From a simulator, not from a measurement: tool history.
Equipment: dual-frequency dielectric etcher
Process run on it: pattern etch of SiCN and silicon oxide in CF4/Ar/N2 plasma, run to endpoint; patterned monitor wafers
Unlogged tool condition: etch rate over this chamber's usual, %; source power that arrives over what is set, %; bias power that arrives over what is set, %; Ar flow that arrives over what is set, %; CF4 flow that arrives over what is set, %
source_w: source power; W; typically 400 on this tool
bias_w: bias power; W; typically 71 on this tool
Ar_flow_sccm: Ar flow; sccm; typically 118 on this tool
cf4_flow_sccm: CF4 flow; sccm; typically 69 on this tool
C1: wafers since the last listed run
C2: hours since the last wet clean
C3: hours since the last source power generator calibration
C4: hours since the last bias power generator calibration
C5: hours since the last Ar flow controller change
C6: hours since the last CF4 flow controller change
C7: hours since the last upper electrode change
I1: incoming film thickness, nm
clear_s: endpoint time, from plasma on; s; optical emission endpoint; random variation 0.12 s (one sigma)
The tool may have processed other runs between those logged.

{"run": 1, "hour": 0.0, "source_w": 480, "bias_w": 71, "Ar_flow_sccm": 118, "cf4_flow_sccm": 69, "C1": 0, "C2": 351.4, "C3": 2668.1, "C4": 2013.8, "C5": 4635.6, "C6": 4723.2, "C7": 5645.0, "I1": 13.49, "clear_s": 14.2}
{"run": 2, "hour": 26.3, "source_w": 400, "bias_w": 71, "Ar_flow_sccm": 102, "cf4_flow_sccm": 69, "C1": 265, "C2": 377.7, "C3": 2694.4, "C4": 2040.1, "C5": 4661.9, "C6": 4749.5, "C7": 5671.3, "I1": 13.51, "clear_s": 16.5}
{"run": 3, "hour": 52.2, "source_w": 340, "bias_w": 71, "Ar_flow_sccm": 118, "cf4_flow_sccm": 69, "C1": 261, "C2": 403.6, "C3": 2720.3, "C4": 2066.0, "C5": 4687.8, "C6": 4775.4, "C7": 5697.2, "I1": 13.38, "clear_s": 19.7}
{"hour": 93.2, "done": "upper electrode replaced"}
{"run": 4, "hour": 93.7, "source_w": 340, "bias_w": 71, "Ar_flow_sccm": 118, "cf4_flow_sccm": 69, "C1": 176, "C2": 445.1, "C3": 2761.8, "C4": 2107.5, "C5": 4729.3, "C6": 4816.9, "C7": 0.5, "I1": 13.45, "clear_s": 19.6}
{"run": 5, "hour": 133.3, "source_w": 340, "bias_w": 71, "Ar_flow_sccm": 118, "cf4_flow_sccm": 69, "C1": 399, "C2": 484.7, "C3": 2801.4, "C4": 2147.1, "C5": 4768.9, "C6": 4856.5, "C7": 40.1, "I1": 13.5, "clear_s": 19.3}
{"run": 6, "hour": 168.6, "source_w": 400, "bias_w": 71, "Ar_flow_sccm": 118, "cf4_flow_sccm": 69, "C1": 356, "C2": 520.0, "C3": 2836.7, "C4": 2182.4, "C5": 4804.2, "C6": 4891.8, "C7": 75.4, "I1": 13.38, "clear_s": 16.4}
{"run": 7, "hour": 194.5, "source_w": 400, "bias_w": 71, "Ar_flow_sccm": 118, "cf4_flow_sccm": 69, "C1": 261, "C2": 545.9, "C3": 2862.6, "C4": 2208.3, "C5": 4830.1, "C6": 4917.7, "C7": 101.3, "I1": 13.42, "clear_s": 16.4}
{"run": 8, "hour": 212.1, "source_w": 400, "bias_w": 71, "Ar_flow_sccm": 118, "cf4_flow_sccm": 69, "C1": 177, "C2": 563.5, "C3": 2880.2, "C4": 2225.9, "C5": 4847.7, "C6": 4935.3, "C7": 118.9, "I1": 13.54, "clear_s": 16.6}
{"hour": 243.5, "done": "CF4 flow controller replaced"}
{"hour": 268.6, "done": "wet clean of the chamber"}
{"hour": 288.1, "done": "Ar flow controller replaced"}
{"run": 9, "hour": 297.9, "source_w": 310, "bias_w": 71, "Ar_flow_sccm": 118, "cf4_flow_sccm": 69, "C1": 502, "C2": 29.3, "C3": 2966.0, "C4": 2311.7, "C5": 9.8, "C6": 54.4, "C7": 204.7, "I1": 13.42, "clear_s": 21.9}
{"run": 10, "hour": 325.3, "source_w": 400, "bias_w": 79, "Ar_flow_sccm": 118, "cf4_flow_sccm": 64, "C1": 276, "C2": 56.7, "C3": 2993.4, "C4": 2339.1, "C5": 37.2, "C6": 81.8, "C7": 232.1, "I1": 13.63, "clear_s": 16.8}
{"run": 11, "hour": 339.6, "source_w": 400, "bias_w": 79, "Ar_flow_sccm": 118, "cf4_flow_sccm": 69, "C1": 144, "C2": 71.0, "C3": 3007.7, "C4": 2353.4, "C5": 51.5, "C6": 96.1, "C7": 246.4, "I1": 13.55, "clear_s": 16.4}
{"hour": 363.5, "done": "bias power generator calibrated"}
{"run": 12, "hour": 372.3, "source_w": 350, "bias_w": 77, "Ar_flow_sccm": 118, "cf4_flow_sccm": 69, "C1": 289, "C2": 103.7, "C3": 3040.4, "C4": 8.8, "C5": 84.2, "C6": 128.8, "C7": 279.1, "I1": 13.5, "clear_s": 19.0}
{"run": 13, "hour": 387.4, "source_w": 400, "bias_w": 61, "Ar_flow_sccm": 118, "cf4_flow_sccm": 64, "C1": 152, "C2": 118.8, "C3": 3055.5, "C4": 23.9, "C5": 99.3, "C6": 143.9, "C7": 294.2, "I1": 13.31, "clear_s": 17.7}
{"hour": 399.7, "done": "source power generator calibrated"}
{"run": 14, "hour": 405.6, "source_w": 400, "bias_w": 83, "Ar_flow_sccm": 143, "cf4_flow_sccm": 63, "C1": 143, "C2": 137.0, "C3": 5.9, "C4": 42.1, "C5": 117.5, "C6": 162.1, "C7": 312.4, "I1": 13.62, "clear_s": 17.1}
{"run": 15, "hour": 428.5, "source_w": 490, "bias_w": 71, "Ar_flow_sccm": 118, "cf4_flow_sccm": 69, "C1": 231, "C2": 159.9, "C3": 28.8, "C4": 65.0, "C5": 140.4, "C6": 185.0, "C7": 335.3, "I1": 13.53, "clear_s": 14.1}
{"run": 16, "hour": 464.4, "source_w": 310, "bias_w": 71, "Ar_flow_sccm": 90, "cf4_flow_sccm": 69, "C1": 362, "C2": 195.8, "C3": 64.7, "C4": 100.9, "C5": 176.3, "C6": 220.9, "C7": 371.2, "I1": 13.55, "clear_s": 21.1}
{"run": 17, "hour": 481.1, "source_w": 430, "bias_w": 71, "Ar_flow_sccm": 118, "cf4_flow_sccm": 69, "C1": 168, "C2": 212.5, "C3": 81.4, "C4": 117.6, "C5": 193.0, "C6": 237.6, "C7": 387.9, "I1": 13.5, "clear_s": 15.8}
{"run": 18, "hour": 502.5, "source_w": 400, "bias_w": 71, "Ar_flow_sccm": 118, "cf4_flow_sccm": 69, "C1": 216, "C2": 233.9, "C3": 102.8, "C4": 139.0, "C5": 214.4, "C6": 259.0, "C7": 409.3, "I1": 13.44, "clear_s": 16.8}
{"run": 19, "hour": 529.4, "source_w": 400, "bias_w": 71, "Ar_flow_sccm": 139, "cf4_flow_sccm": 69, "C1": 271, "C2": 260.8, "C3": 129.7, "C4": 165.9, "C5": 241.3, "C6": 285.9, "C7": 436.2, "I1": 13.5, "clear_s": 17.3}
{"run": 20, "hour": 548.8, "source_w": 340, "bias_w": 77, "Ar_flow_sccm": 106, "cf4_flow_sccm": 69, "C1": 195, "C2": 280.2, "C3": 149.1, "C4": 185.3, "C5": 260.7, "C6": 305.3, "C7": 455.6, "I1": 13.61, "clear_s": 19.1}

Run 21, settings as shown, results not yet in. Your forecast:
{"run": 21, "hour": 572.6, "source_w": 400, "bias_w": 83, "Ar_flow_sccm": 143, "cf4_flow_sccm": 63, "C1": 240, "C2": 304.0, "C3": 172.9, "C4": 209.1, "C5": 284.5, "C6": 329.1, "C7": 479.4, "I1": 13.34, "clear_s": "?"}

clear_s: 16.5 s
Minus the tool's unlogged condition, the same run would have read clear_s 16.9 s.
